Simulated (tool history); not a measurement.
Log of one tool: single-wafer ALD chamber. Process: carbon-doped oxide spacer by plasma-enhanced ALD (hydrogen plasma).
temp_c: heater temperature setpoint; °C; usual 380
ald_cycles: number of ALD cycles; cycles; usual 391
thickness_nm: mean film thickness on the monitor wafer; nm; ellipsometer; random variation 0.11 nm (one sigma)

run,hour,temp_c,ald_cycles,wafers since the last listed run,hours since the last thermocouple change,hours since the gauge calibration,"read-back reference wafer on the same gauge, thickness_nm",thickness_nm
1,0.0,380,391,0,516.7,352.9,15.869,18.807
2,28.6,380,374,18,545.3,381.5,15.870,18.194
3,94.4,369,391,42,611.1,447.3,15.887,18.761
4,155.2,369,391,38,671.9,508.1,15.909,19.006
5,211.2,369,391,35,727.9,564.1,15.935,18.888
6,245.4,375,391,21,762.1,598.3,16.017,19.100
7,306.7,375,391,39,823.4,659.6,16.045,19.320
8,346.2,380,391,25,862.9,699.1,16.056,19.319
9,375.6,380,391,18,892.3,728.5,16.080,19.478
10,410.9,380,391,22,927.6,763.8,16.072,19.314
11,442.4,380,391,20,959.1,795.3,16.135,19.403
12,470.1,373,352,17,986.8,823.0,16.141,17.369
13,498.9,380,446,18,1015.6,851.8,16.154,22.148
14,536.5,380,391,24,1053.2,889.4,16.192,19.167
# hour 540.7: gauge calibrated
# hour 547.0: thermocouple changed; heater temperature recalibrated
15,573.9,371,458,18,26.9,33.2,15.590,21.765
16,643.9,380,435,44,96.9,103.2,15.659,20.863
17,708.6,372,451,41,161.6,167.9,15.681,21.733
18,780.5,395,366,46,233.5,239.8,15.707,17.598
19,835.2,380,391,35,288.2,294.5,15.770,18.713
20,1031.4,369,342,125,484.4,490.7,15.901,16.728
21,1076.8,380,391,29,529.8,536.1,15.883,19.098
22,1134.8,380,345,37,587.8,594.1,15.903,16.738

What the log doesn't show, run by run:
wafer temperature above the value expected at the setpoint (K): 0 in every run
H1: gauge reads high (%)
run,H1
1,1.56
2,1.67
3,1.93
4,2.18
5,2.4
6,2.54
7,2.78
8,2.94
9,3.06
10,3.2
11,3.32
12,3.44
13,3.55
14,3.7
15,-0.0424
16,0.238
17,0.496
18,0.784
19,1
20,1.79
21,1.97
22,2.2

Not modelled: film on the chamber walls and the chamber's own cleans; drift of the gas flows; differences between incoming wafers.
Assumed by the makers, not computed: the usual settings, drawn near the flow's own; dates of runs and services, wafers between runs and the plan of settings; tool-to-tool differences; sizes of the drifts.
